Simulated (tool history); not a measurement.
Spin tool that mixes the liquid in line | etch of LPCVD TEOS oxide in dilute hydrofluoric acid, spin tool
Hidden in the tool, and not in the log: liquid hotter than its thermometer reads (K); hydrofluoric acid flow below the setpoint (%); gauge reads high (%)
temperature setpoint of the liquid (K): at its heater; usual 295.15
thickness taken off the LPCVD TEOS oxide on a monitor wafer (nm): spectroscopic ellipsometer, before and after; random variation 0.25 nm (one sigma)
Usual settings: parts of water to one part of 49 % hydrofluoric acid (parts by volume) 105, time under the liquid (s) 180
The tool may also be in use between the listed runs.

| run | day | temperature setpoint of the liquid (K) | parts of water to one part of 49 % hydrofluoric acid (parts by volume) | time under the liquid (s) | wafers since the last listed run | hours since the thermometer was replaced | hours since the hydrofluoric acid flow meter was replaced | hours since the gauge calibration | read-back film thickness of the LPCVD TEOS oxide reference wafer, read on the same gauge (nm) | thickness taken off the LPCVD TEOS oxide on a monitor wafer (nm) |
|---|---|---|---|---|---|---|---|---|---|---|
| 1 | 0 | 295.15 | 105 | 180 | 0 | 2500.7 | 1885.8 | 329 | 30.01 | 26.7 |
| 2 | 1.067 | 295.15 | 105 | 180 | 199 | 2526.3 | 1911.4 | 354.6 | 29.99 | 26.54 |
|  | 1.083 | gauge calibrated |
| 3 | 2.004 | 295.15 | 105 | 180 | 175 | 2548.8 | 1933.9 | 22.1 | 30.01 | 26.23 |
| 4 | 3.458 | 298.15 | 80 | 180 | 272 | 2583.7 | 1968.8 | 57 | 29.99 | 39.86 |
| 5 | 4.325 | 295.15 | 105 | 180 | 162 | 2604.5 | 1989.6 | 77.8 | 30 | 26.73 |
| 6 | 4.925 | 295.15 | 105 | 180 | 112 | 2618.9 | 2004 | 92.2 | 30 | 26.66 |
| 7 | 5.988 | 295.15 | 80 | 180 | 198 | 2644.4 | 2029.5 | 117.7 | 30 | 35.15 |
| 8 | 6.688 | 295.15 | 80 | 180 | 130 | 2661.2 | 2046.3 | 134.5 | 30 | 35.81 |
| 9 | 7.442 | 295.15 | 105 | 180 | 141 | 2679.3 | 2064.4 | 152.6 | 30.01 | 26.2 |
| 10 | 8.667 | 295.15 | 105 | 180 | 229 | 2708.7 | 2093.8 | 182 | 29.97 | 26.33 |
| 11 | 9.212 | 295.15 | 105 | 180 | 102 | 2721.8 | 2106.9 | 195.1 | 30.01 | 26.45 |
| 12 | 10.079 | 295.15 | 135 | 180 | 162 | 2742.6 | 2127.7 | 215.9 | 30 | 20.23 |
|  | 10.517 | thermometer replaced |
| 13 | 10.671 | 295.15 | 105 | 285 | 102 | 3.7 | 2141.9 | 230.1 | 30 | 41.55 |
|  | 11.267 | hydrofluoric acid flow meter replaced |
| 14 | 12.133 | 297.65 | 150 | 220 | 265 | 38.8 | 20.8 | 265.2 | 30 | 23.58 |
| 15 | 12.921 | 297.15 | 135 | 150 | 147 | 57.7 | 39.7 | 284.1 | 30.01 | 18.12 |
| 16 | 13.942 | 295.15 | 105 | 180 | 191 | 82.2 | 64.2 | 308.6 | 30 | 26.43 |
| 17 | 14.808 | 295.15 | 105 | 180 | 162 | 103 | 85 | 329.4 | 30.01 | 26.5 |
| 18 | 16.167 | 291.15 | 120 | 180 | 254 | 135.6 | 117.6 | 362 | 30 | 19.26 |
| 19 | 16.775 | 295.15 | 130 | 215 | 113 | 150.2 | 132.2 | 376.6 | 29.99 | 24.26 |
|  | 17.425 | gauge calibrated |
| 20 | 18 | 297.15 | 135 | 150 | 229 | 179.6 | 161.6 | 13.8 | 29.99 | 18.16 |
| 21 | 19.104 | 295.15 | 90 | 210 | 206 | 206.1 | 188.1 | 40.3 | 29.99 | 36.22 |
| 22 | 20.379 | 297.15 | 105 | 180 | 238 | 236.7 | 218.7 | 70.9 | 30.01 | 28.66 |
| 23 | 21.833 | 295.15 | 105 | 105 | 272 | 271.6 | 253.6 | 105.8 | 30 | 15.17 |
| 24 | 22.921 | 298.15 | 75 | 270 | 203 | 297.7 | 279.7 | 131.9 | 30 | 65.13 |

How the hidden state differs across the entries between the runs, from the last listed run before each to the first after it:
Between runs 2 and 3: gauge calibrated (day 1.083)
  no hidden state differs between the two runs
Between runs 12 and 13: thermometer replaced (day 10.517)
  no hidden state differs between the two runs
Between runs 13 and 14: hydrofluoric acid flow meter replaced (day 11.267)
  no hidden state differs between the two runs
Between runs 19 and 20: gauge calibrated (day 17.425)
  no hidden state differs between the two runs
